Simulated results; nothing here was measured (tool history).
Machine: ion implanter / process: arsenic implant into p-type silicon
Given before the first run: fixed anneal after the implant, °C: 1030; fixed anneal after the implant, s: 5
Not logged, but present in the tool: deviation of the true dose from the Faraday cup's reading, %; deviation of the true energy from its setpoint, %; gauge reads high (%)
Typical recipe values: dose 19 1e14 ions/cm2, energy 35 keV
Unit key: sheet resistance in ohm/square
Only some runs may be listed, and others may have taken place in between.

run	hour	dose	energy	wafers since the last listed run	hours since the last dose calibration	hours since the extraction supply was calibrated	hours since the gauge calibration	read-back reference wafer on the same gauge, sheet resistance	sheet resistance
1	0	22.11	30.5	0	267.9	1886.6	798.9	79.3	97.27
2	40.4	22.11	30.5	633	308.3	1927	839.3	79.33	97.26
3	103.8	19	35	994	371.7	1990.4	902.7	79.27	93.89
4	150.4	19	35	730	418.3	2037	949.3	79.29	94.3
5	201.4	19	35	799	469.3	2088	1000.3	79.25	94.36
# hour 342.9: gauge calibrated
# hour 348.7: Faraday cup replaced and dose calibrated
6	456.5	19	37.5	3875	107.8	2343.1	113.6	79.31	91.91
# hour 499.8: extraction supply calibrated
7	511.4	19	37.5	735	162.7	11.6	168.5	79.3	91.77
8	600.7	16.92	45.5	1400	252	100.9	257.8	79.29	88.7
9	642.8	19	29	660	294.1	143	299.9	79.3	101.95
10	742.3	19	35	1560	393.6	242.5	399.4	79.24	94.08
11	810.3	19	44.5	1066	461.6	310.5	467.4	79.29	85.46
12	901	17.12	35	1422	552.3	401.2	558.1	79.31	96.37
# hour 992.2: Faraday cup replaced and dose calibrated
13	992.7	17.22	46.5	1312	0.5	492.9	649.8	79.31	88.21
14	1047.3	19	35	856	55.1	547.5	704.4	79.28	94.66

Entry by entry between the runs, the difference in hidden state between the last listed run before and the first listed run after:
Logged between run 5 and run 6: gauge calibrated (hour 342.9); Faraday cup replaced and dose calibrated (hour 348.7)
  deviation of the true dose from the Faraday cup's reading, %: 2.79 -> 0.4
  the result without the hidden state subtracted from the measured one, sheet resistance: -0.7 -> -0.11 ohm/square
Logged between run 6 and run 7: extraction supply calibrated (hour 499.8)
  deviation of the true dose from the Faraday cup's reading, %: 0.4 -> 0.802
  the result without the hidden state subtracted from the measured one, sheet resistance: -0.11 -> -0.21 ohm/square
Logged between run 12 and run 13: Faraday cup replaced and dose calibrated (hour 992.2)
  deviation of the true dose from the Faraday cup's reading, %: 3.66 -> -0.381
  the result without the hidden state subtracted from the measured one, sheet resistance: -1.07 -> +0.13 ohm/square

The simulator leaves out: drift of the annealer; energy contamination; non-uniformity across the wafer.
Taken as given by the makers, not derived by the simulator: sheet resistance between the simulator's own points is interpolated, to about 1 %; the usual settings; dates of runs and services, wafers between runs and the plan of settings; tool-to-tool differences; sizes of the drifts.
